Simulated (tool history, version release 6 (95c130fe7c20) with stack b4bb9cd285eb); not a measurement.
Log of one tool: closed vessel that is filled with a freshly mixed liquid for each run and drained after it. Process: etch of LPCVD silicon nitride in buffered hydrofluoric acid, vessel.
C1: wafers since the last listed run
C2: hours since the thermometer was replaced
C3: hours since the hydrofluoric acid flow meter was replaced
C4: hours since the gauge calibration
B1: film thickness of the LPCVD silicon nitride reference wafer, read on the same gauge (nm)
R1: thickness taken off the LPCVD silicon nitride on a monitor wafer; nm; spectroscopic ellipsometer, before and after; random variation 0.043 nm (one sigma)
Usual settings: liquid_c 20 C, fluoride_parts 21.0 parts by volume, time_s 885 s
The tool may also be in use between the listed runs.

run 1 hour=0.0 | liquid_c=20 fluoride_parts=21.0 time_s=885 | C1=0 C2=1899.3 C3=336.4 C4=237.3 | B1=99.99 | R1=4.91
run 2 hour=81.4 | liquid_c=20 fluoride_parts=14.5 time_s=885 | C1=6028 C2=1980.7 C3=417.8 C4=318.7 | B1=100.02 | R1=6.81
run 3 hour=151.5 | liquid_c=20 fluoride_parts=14.5 time_s=885 | C1=5191 C2=2050.8 C3=487.9 C4=388.8 | B1=99.98 | R1=6.78
run 4 hour=226.5 | liquid_c=20 fluoride_parts=21.0 time_s=885 | C1=5554 C2=2125.8 C3=562.9 C4=463.8 | B1=100.02 | R1=4.83
run 5 hour=270.1 | liquid_c=20 fluoride_parts=21.0 time_s=885 | C1=3229 C2=2169.4 C3=606.5 C4=507.4 | B1=100.02 | R1=4.79
run 6 hour=366.2 | liquid_c=20 fluoride_parts=21.0 time_s=885 | C1=7117 C2=2265.5 C3=702.6 C4=603.5 | B1=100.02 | R1=4.83
run 7 hour=415.3 | liquid_c=20 fluoride_parts=21.0 time_s=1170 | C1=3636 C2=2314.6 C3=751.7 C4=652.6 | B1=100.02 | R1=6.34
run 8 hour=453.6 | liquid_c=20 fluoride_parts=21.0 time_s=885 | C1=2836 C2=2352.9 C3=790.0 C4=690.9 | B1=99.99 | R1=4.68
-- hour=528.1 gauge calibrated
run 9 hour=539.7 | liquid_c=20 fluoride_parts=21.0 time_s=885 | C1=6376 C2=2439.0 C3=876.1 C4=11.6 | B1=99.99 | R1=4.69
run 10 hour=632.7 | liquid_c=20 fluoride_parts=27.5 time_s=595 | C1=6887 C2=2532.0 C3=969.1 C4=104.6 | B1=100.01 | R1=2.55

The next listed run, before its measurement:
-- hour=667.8 thermometer replaced
-- hour=671.3 hydrofluoric acid flow meter replaced
run 11 hour=681.8 | liquid_c=17 fluoride_parts=21.0 time_s=1160 | C1=3488 C2=14.0 C3=10.5 C4=153.7 | B1=? | R1=?

B1: 99.95
R1: 5.68 nm
Without the tool's hidden state the same run would have given R1 5.69 nm.
